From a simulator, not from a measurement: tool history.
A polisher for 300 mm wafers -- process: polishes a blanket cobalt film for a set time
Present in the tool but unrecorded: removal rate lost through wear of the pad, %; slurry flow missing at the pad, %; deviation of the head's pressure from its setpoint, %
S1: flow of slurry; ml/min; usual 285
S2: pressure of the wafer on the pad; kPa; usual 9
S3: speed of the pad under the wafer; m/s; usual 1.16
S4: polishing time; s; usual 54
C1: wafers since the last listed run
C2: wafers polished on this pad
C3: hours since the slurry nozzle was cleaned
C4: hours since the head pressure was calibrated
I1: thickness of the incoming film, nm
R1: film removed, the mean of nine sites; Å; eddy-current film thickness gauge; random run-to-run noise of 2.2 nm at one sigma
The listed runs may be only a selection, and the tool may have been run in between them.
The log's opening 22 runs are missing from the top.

run    hour   S1    S2    S3  S4   C1    C2     C3     C4     I1    R1
 23   979.6  330     9  1.16  46  227  1370  229.2  357.8  796.3  1516
 24  1024.4  350   9.7  1.36  39  328  1698    274  402.6    798  1513
 25  1067.8  285     9     1  54  318  2017  317.4    446  799.1  1587
     1111.5  -- worn pad replaced by a new one
 26  1129.1  200    11  1.16  54  420   128  378.7  507.3  787.9  2071
 27  1162.8  195   6.9  1.16  54  247   375  412.4    541  791.2  1381
 28  1212.2  285     9  1.16  54  362   737  461.8  590.4  789.1  1791
 29  1258.8  285  11.7  1.16  54  341  1079  508.4    637    797  2213
     1274.1  -- head pressure recalibrated
     1306.5  -- slurry nozzle cleaned
 30  1313.8  285     9  1.16  54  381  1460    7.3   39.7  786.3  1717
 31  1371.1  285     9  1.16  54  420  1880   64.6     97  785.2  1716
 32  1397.9  285     9  1.16  54  196  2077   91.4  123.8  783.8  1659
     1421.9  -- worn pad replaced by a new one
 33    1462  285     9  1.16  54  440   293  155.5  187.9  783.1  1807
 34    1499  285     9  1.16  45  271   564  192.5  224.9  792.5  1522
 35  1554.6  285   5.5  1.16  54  407   972  248.1  280.5  805.2  1182
 36  1585.2  285   7.6  1.16  40  224  1196  278.7  311.1  795.1  1145
 37  1614.5  385    11  1.16  54  214  1411    308  340.4  805.7  2146

Alternative continuations, all from the tool just after run 37; predict every row:
  A  1614.9  285    9  1.16  54   2  1414  308.4  340.8  793   ?
  B  1614.9  285   11  0.76  54   2  1414  308.4  340.8  793   ?
  C  1614.9  285  9.7  1.38  45   2  1414  308.4  340.8  793   ?
  D  1614.9  360    9  1.28  54   2  1414  308.4  340.8  793   ?

run    R1
  A  1785
  B  1700
  C  1767
  D  1927
Without the tool's unlogged condition, the same runs would have read:
run    R1
  A  1858
  B  1769
  C  1840
  D  2005
